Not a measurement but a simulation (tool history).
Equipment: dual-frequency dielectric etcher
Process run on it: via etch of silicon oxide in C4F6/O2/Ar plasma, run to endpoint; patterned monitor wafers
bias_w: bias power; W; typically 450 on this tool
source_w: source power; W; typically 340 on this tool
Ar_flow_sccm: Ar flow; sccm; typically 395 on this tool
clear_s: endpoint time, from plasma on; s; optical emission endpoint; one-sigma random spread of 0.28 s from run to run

run   hour  bias_w  source_w  Ar_flow_sccm  wafers since the last listed run  hours since the last wet clean  hours since the last bias power generator calibration  hours since the last source power generator calibration  hours since the last Ar flow controller change  hours since the last upper electrode change  incoming incoming film thickness, nm  clear_s
  1      0     450       340           395                                 0                           182.9                                                 3763.2                                                   3265.6                                          4445.9                                       2736.3                                 187.6     46.4
  2   21.6     450       340           395                               402                           204.5                                                 3784.8                                                   3287.2                                          4467.5                                       2757.9                                 187.3     45.9
  3   38.4     450       340           395                               313                           221.3                                                 3801.6                                                     3304                                          4484.3                                       2774.7                                   189     46.4
  4   55.4     450       340           424                               316                           238.3                                                 3818.6                                                     3321                                          4501.3                                       2791.7                                 187.6     46.9
  5   70.7     450       340           395                               285                           253.6                                                 3833.9                                                   3336.3                                          4516.6                                         2807                                 190.2     47.1
  6   81.7     450       370           395                               205                           264.6                                                 3844.9                                                   3347.3                                          4527.6                                         2818                                 188.2     45.1
       117  -- upper electrode replaced
  7  117.5     450       370           395                               220                           300.4                                                 3880.7                                                   3383.1                                          4563.4                                          0.5                                 187.5     45.1
  8  117.8     450       370           395                                 5                           300.7                                                   3881                                                   3383.4                                          4563.7                                          0.8                                   189     45.2
  9  118.2     450       340           395                                 7                           301.1                                                 3881.4                                                   3383.8                                          4564.1                                          1.2                                 188.1     46.8
 10  130.2     450       340           395                               223                           313.1                                                 3893.4                                                   3395.8                                          4576.1                                         13.2                                 187.8     46.8
 11  140.2     450       340           395                               186                           323.1                                                 3903.4                                                   3405.8                                          4586.1                                         23.2                                 189.2     47.3
       149  -- Ar flow controller replaced
 12  151.3     450       340           395                                95                           334.2                                                 3914.5                                                   3416.9                                             2.3                                         34.3                                 189.3     47.2
 13  160.2     450       340           395                               165                           343.1                                                 3923.4                                                   3425.8                                            11.2                                         43.2                                 189.4     47.5
 14  168.4     450       340           395                               152                           351.3                                                 3931.6                                                     3434                                            19.4                                         51.4                                 189.3       48
     192.9  -- source power generator calibrated
     198.9  -- wet clean of the chamber
 15  199.4     479       370           482                               392                             0.5                                                 3962.6                                                      6.5                                            50.4                                         82.4                                 188.5     43.1
 16  199.7     528       290           395                                 5                             0.8                                                 3962.9                                                      6.8                                            50.7                                         82.7                                 186.9     45.5
 17    200     532       340           395                                 5                             1.1                                                 3963.2                                                      7.1                                              51                                           83                                 188.7     42.5
 18  213.6     355       340           395                               253                            14.7                                                 3976.8                                                     20.7                                            64.6                                         96.6                                 188.6     49.7
     217.6  -- bias power generator calibrated
 19  229.4     450       340           395                               220                            30.5                                                   11.8                                                     36.5                                            80.4                                        112.4                                 187.7     45.3
 20  240.6     450       340           395                               208                            41.7                                                     23                                                     47.7                                            91.6                                        123.6                                 188.1     45.7
 21  289.2     419       390           459                               906                            90.3                                                   71.6                                                     96.3                                           140.2                                        172.2                                 187.3     44.7
 22    307     340       300           432                               331                           108.1                                                   89.4                                                    114.1                                             158                                          190                                 188.3     55.6
 23  320.1     526       340           395                               244                           121.2                                                  102.5                                                    127.2                                           171.1                                        203.1                                 190.3     43.4
 24  331.6     450       340           395                               214                           132.7                                                    114                                                    138.7                                           182.6                                        214.6                                 187.7     45.8
 25  348.1     450       340           395                               307                           149.2                                                  130.5                                                    155.2                                           199.1                                        231.1                                 188.7       46
 26  355.2     450       340           395                               132                           156.3                                                  137.6                                                    162.3                                           206.2                                        238.2                                 188.5     46.6
 27  364.8     450       340           395                               178                           165.9                                                  147.2                                                    171.9                                           215.8                                        247.8                                   188     46.5
 28  374.5     450       340           462                               180                           175.6                                                  156.9                                                    181.6                                           225.5                                        257.5                                 187.8     46.8
 29    386     348       390           488                               214                           187.1                                                  168.4                                                    193.1                                             237                                          269                                 188.5     49.2

What the log doesn't show, run by run:
bias power that arrives over what is set, %: 0 at every run
source power that arrives over what is set, %: 0 at every run
Ar flow that arrives over what is set, %: 0 at every run
H1: etch rate over this chamber's usual, %
run      H1
  1   -2.12
  2   -2.36
  3   -2.55
  4   -2.74
  5   -2.91
  6   -3.03
  7   -3.43
  8   -3.44
  9   -3.44
 10   -3.58
 11   -3.69
 12   -3.81
 13   -3.91
 14      -4
 15   0.318
 16   0.314
 17   0.311
 18   0.159
 19  -0.017
 20  -0.142
 21  -0.684
 22  -0.883
 23   -1.03
 24   -1.16
 25   -1.34
 26   -1.42
 27   -1.53
 28   -1.64
 29   -1.76

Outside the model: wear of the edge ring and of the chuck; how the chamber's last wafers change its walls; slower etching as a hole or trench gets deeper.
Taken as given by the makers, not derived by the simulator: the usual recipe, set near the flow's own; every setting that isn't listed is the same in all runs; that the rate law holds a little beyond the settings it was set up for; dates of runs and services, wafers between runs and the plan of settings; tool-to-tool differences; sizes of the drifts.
